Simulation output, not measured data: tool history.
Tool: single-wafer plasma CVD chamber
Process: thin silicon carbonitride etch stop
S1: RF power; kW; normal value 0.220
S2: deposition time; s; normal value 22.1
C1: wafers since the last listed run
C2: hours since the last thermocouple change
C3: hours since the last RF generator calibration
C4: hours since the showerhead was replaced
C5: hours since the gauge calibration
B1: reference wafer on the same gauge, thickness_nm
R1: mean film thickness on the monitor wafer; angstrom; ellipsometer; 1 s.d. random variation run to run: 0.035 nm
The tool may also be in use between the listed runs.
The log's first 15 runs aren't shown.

run,hour,S1,S2,C1,C2,C3,C4,C5,B1,R1
# hour 1258.0: RF generator calibrated
16,1280.7,0.210,22.1,968,2600.8,22.7,4496.9,3309.8,12.689,121.74
17,1334.3,0.230,22.1,1111,2654.4,76.3,4550.5,3363.4,12.706,125.81
18,1428.8,0.230,22.1,1960,2748.9,170.8,4645.0,3457.9,12.705,125.48
19,1493.9,0.240,22.1,1350,2814.0,235.9,4710.1,3523.0,12.701,126.35
# hour 1545.0: thermocouple changed; heater temperature recalibrated
20,1584.5,0.200,24.5,1713,39.5,326.5,4800.7,3613.6,12.690,133.77
21,1652.0,0.235,25.1,1400,107.0,394.0,4868.2,3681.1,12.702,143.07
22,1715.2,0.220,18.7,1310,170.2,457.2,4931.4,3744.3,12.707,104.80
# hour 1761.4: gauge calibrated
23,1799.7,0.250,19.0,1752,254.7,541.7,5015.9,38.3,12.680,110.20
24,1850.7,0.265,25.3,1057,305.7,592.7,5066.9,89.3,12.696,148.31
# hour 1920.9: showerhead replaced
25,1950.3,0.220,20.6,1899,405.3,692.3,29.4,188.9,12.701,114.14
26,2216.7,0.235,24.0,5525,671.7,958.7,295.8,455.3,12.704,134.87
27,2309.5,0.220,22.1,1924,764.5,1051.5,388.6,548.1,12.696,121.87
28,2413.6,0.210,22.1,2159,868.6,1155.6,492.7,652.2,12.697,120.78
29,2491.6,0.260,20.2,1617,946.6,1233.6,570.7,730.2,12.703,117.79
30,2556.5,0.235,24.9,1346,1011.5,1298.5,635.6,795.1,12.695,139.95
31,2602.9,0.240,22.1,962,1057.9,1344.9,682.0,841.5,12.684,125.06
32,2673.1,0.220,22.1,1456,1128.1,1415.1,752.2,911.7,12.691,121.49
33,2759.5,0.220,24.7,1792,1214.5,1501.5,838.6,998.1,12.708,135.52
# hour 2785.8: RF generator calibrated
34,2799.0,0.220,25.5,653,1254.0,13.2,878.1,1037.6,12.686,142.45
35,2906.4,0.190,23.4,2227,1361.4,120.6,985.5,1145.0,12.703,124.75
36,2942.6,0.220,22.1,750,1397.6,156.8,1021.7,1181.2,12.687,123.21

Forecast each of these 3 alternatives for the next run:
A,2943.0,0.220,22.1,8,1398.0,157.2,1022.1,1181.6,?,?
B,2943.0,0.180,22.1,8,1398.0,157.2,1022.1,1181.6,?,?
C,2943.0,0.255,22.1,8,1398.0,157.2,1022.1,1181.6,?,?

run,B1,R1
A,12.694,123.55
B,12.694,116.58
C,12.694,128.97
Had the tool no hidden state, the same runs would have come out as:
run,R1
A,124.42
B,117.40
C,129.87

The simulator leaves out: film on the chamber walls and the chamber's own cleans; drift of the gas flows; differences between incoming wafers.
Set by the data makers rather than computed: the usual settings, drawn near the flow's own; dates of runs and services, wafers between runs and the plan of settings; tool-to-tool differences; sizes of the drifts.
